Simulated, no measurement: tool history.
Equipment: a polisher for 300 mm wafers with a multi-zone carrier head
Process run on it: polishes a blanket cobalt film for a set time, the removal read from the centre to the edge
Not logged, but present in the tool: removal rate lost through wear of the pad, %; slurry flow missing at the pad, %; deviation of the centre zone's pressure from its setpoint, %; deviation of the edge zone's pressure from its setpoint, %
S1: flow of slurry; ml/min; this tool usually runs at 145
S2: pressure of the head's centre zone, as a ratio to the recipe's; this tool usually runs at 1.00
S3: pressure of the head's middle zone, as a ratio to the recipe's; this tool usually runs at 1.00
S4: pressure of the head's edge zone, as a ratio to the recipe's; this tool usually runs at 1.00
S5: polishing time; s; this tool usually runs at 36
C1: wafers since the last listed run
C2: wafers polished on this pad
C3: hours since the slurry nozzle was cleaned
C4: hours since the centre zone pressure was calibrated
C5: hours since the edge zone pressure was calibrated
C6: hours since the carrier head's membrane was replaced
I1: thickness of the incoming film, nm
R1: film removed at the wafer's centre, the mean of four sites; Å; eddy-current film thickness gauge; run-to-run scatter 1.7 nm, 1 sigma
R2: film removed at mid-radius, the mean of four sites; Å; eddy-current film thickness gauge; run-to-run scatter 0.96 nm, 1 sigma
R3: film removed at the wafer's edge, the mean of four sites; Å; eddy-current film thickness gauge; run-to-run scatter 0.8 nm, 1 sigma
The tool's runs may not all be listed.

run   hour   S1    S2    S3    S4  S5   C1   C2     C3      C4      C5      C6      I1    R1    R2    R3
  1    0.0  160  1.09  1.00  1.00  36    0  757   84.3  1158.5  1211.5  1479.0  1154.1  1293  1144  1177
  2    9.9  160  1.09  1.00  1.00  36  105  863   94.2  1168.4  1221.4  1488.9  1142.4  1285  1171  1163
      14.5  -- worn pad replaced by a new one
  3   17.8  160  1.09  1.00  1.00  36   41   35  102.1  1176.3  1229.3  1496.8  1162.8  1290  1152  1178
  4   32.8  145  1.00  1.00  1.00  36  160  195  117.1  1191.3  1244.3  1511.8  1146.7  1157  1134  1146
  5   46.9  145  1.00  1.00  1.00  36  150  345  131.2  1205.4  1258.4  1525.9  1164.8  1145  1116  1147
  6   61.6  145  1.00  1.00  1.00  30  156  502  145.9  1220.1  1273.1  1540.6  1163.9   946   933   955
  7   74.6  145  0.94  1.00  1.00  36  138  641  158.9  1233.1  1286.1  1553.6  1177.0  1081  1113  1134
  8   83.8  145  1.08  1.00  0.93  36   98  739  168.1  1242.3  1295.3  1562.8  1158.9  1236  1097  1086
      94.4  -- worn pad replaced by a new one
  9   96.6  145  1.08  1.00  0.93  36   93   23  180.9  1255.1  1308.1  1575.6  1140.8  1222  1120  1088
 10  105.0  145  1.08  1.00  0.93  36   89  112  189.3  1263.5  1316.5  1584.0  1138.7  1235  1121  1103
     124.5  -- carrier head's membrane replaced by a new one
     132.6  -- edge zone pressure recalibrated
 11  133.1  145  1.00  1.00  1.00  36  225  337  217.4  1291.6     0.5     8.6  1166.7  1120  1093  1118
 12  142.0  145  1.00  1.00  1.00  36   94  432  226.3  1300.5     9.4    17.5  1177.8  1102  1101  1118
     146.9  -- centre zone pressure recalibrated
 13  159.8  145  1.00  1.00  1.04  36  168  601  244.1    12.9    27.2    35.3  1161.0  1105  1094  1139
     165.5  -- slurry nozzle cleaned
 14  166.8  145  1.00  1.06  0.89  36   64  665    1.3    19.9    34.2    42.3  1161.5  1178  1222  1096
     171.1  -- worn pad replaced by a new one
 15  182.2  145  0.89  1.04  1.00  30  121  118   16.7    35.3    49.6    57.7  1151.0   860   987   954
 16  199.4  145  1.00  1.00  1.00  36  183  301   33.9    52.5    66.8    74.9  1168.4  1145  1142  1156
 17  206.6  170  1.00  1.00  1.00  42   76  378   41.1    59.7    74.0    82.1  1154.4  1436  1380  1396
 18  223.5  145  1.00  0.93  1.00  36  180  559   58.0    76.6    90.9    99.0  1167.6  1166  1069  1162
 19  238.0  110  1.00  1.00  0.96  36  154  713   72.5    91.1   105.4   113.5  1153.8  1088  1074  1067
 20  248.3  145  1.00  1.00  1.00  31  109  823   82.8   101.4   115.7   123.8  1158.4  1000   975   986
     258.8  -- worn pad replaced by a new one
 21  259.3  145  1.00  0.89  1.08  36   74    5   93.8   112.4   126.7   134.8  1154.2  1171  1013  1192

List, for all runs, the conditions of the tool that the log does not record:
removal rate lost through wear of the pad, %: 0, the same for each run
deviation of the centre zone's pressure from its setpoint, %: 0, the same for each run
deviation of the edge zone's pressure from its setpoint, %: 0, the same for each run
H1: slurry flow missing at the pad, %
run    H1
  1  4.34
  2  4.87
  3  5.34
  4  6.33
  5  7.38
  6  8.61
  7   9.8
  8  10.7
  9  12.1
 10    13
 11  16.4
 12  17.6
 13  20.1
 14  2.02
 15   2.1
 16  2.36
 17  2.53
 18  3.03
 19   3.6
 20  4.08
 21  4.67
